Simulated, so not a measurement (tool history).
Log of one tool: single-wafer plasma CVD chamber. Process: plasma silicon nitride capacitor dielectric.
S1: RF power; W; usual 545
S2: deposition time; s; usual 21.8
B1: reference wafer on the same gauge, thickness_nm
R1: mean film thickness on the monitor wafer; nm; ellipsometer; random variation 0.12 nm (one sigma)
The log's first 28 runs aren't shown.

{"run": 29, "hour": 1552.0, "S1": 630, "S2": 25.6, "B1": 34.705, "R1": 38.571}
{"run": 30, "hour": 1593.3, "S1": 460, "S2": 25, "B1": 34.703, "R1": 34.761}
{"run": 31, "hour": 1647.0, "S1": 585, "S2": 26.1, "B1": 34.707, "R1": 38.293}
{"run": 32, "hour": 1709.5, "S1": 650, "S2": 20.1, "B1": 34.712, "R1": 30.283}
{"run": 33, "hour": 1743.3, "S1": 515, "S2": 25.3, "B1": 34.669, "R1": 36.164}
{"run": 34, "hour": 1795.8, "S1": 545, "S2": 21.8, "B1": 34.706, "R1": 31.252}
{"run": 35, "hour": 1864.7, "S1": 475, "S2": 21.8, "B1": 34.712, "R1": 30.303}
{"run": 36, "hour": 1896.7, "S1": 465, "S2": 23, "B1": 34.703, "R1": 31.902}
{"hour": 1905.9, "done": "RF generator calibrated"}
{"run": 37, "hour": 1956.6, "S1": 455, "S2": 17.8, "B1": 34.733, "R1": 25.005}
{"run": 38, "hour": 1993.8, "S1": 545, "S2": 21.8, "B1": 34.726, "R1": 31.939}
{"run": 39, "hour": 2065.0, "S1": 645, "S2": 18, "B1": 34.695, "R1": 27.413}
{"run": 40, "hour": 2099.7, "S1": 505, "S2": 18.7, "B1": 34.723, "R1": 26.878}
{"run": 41, "hour": 2138.0, "S1": 510, "S2": 21.8, "B1": 34.718, "R1": 31.37}
{"run": 42, "hour": 2334.2, "S1": 545, "S2": 19.9, "B1": 34.702, "R1": 29.353}
{"run": 43, "hour": 2397.4, "S1": 605, "S2": 18.3, "B1": 34.686, "R1": 27.529}
{"run": 44, "hour": 2465.4, "S1": 545, "S2": 21.8, "B1": 34.685, "R1": 31.807}

Forecast each of these 4 alternatives for the next run:
{"run": "A", "hour": 2465.8, "S1": 465, "S2": 21.8, "B1": "?", "R1": "?"}
{"run": "B", "hour": 2465.8, "S1": 595, "S2": 20.3, "B1": "?", "R1": "?"}
{"run": "C", "hour": 2465.8, "S1": 445, "S2": 20.5, "B1": "?", "R1": "?"}
{"run": "D", "hour": 2465.8, "S1": 620, "S2": 24.2, "B1": "?", "R1": "?"}

run=A B1=34.716 R1=30.792
run=B B1=34.716 R1=30.375
run=C B1=34.716 R1=28.67
run=D B1=34.716 R1=36.571
Without the tool's hidden state the same runs would have given:
run=A R1=30.851
run=B R1=30.432
run=C R1=28.724
run=D R1=36.641

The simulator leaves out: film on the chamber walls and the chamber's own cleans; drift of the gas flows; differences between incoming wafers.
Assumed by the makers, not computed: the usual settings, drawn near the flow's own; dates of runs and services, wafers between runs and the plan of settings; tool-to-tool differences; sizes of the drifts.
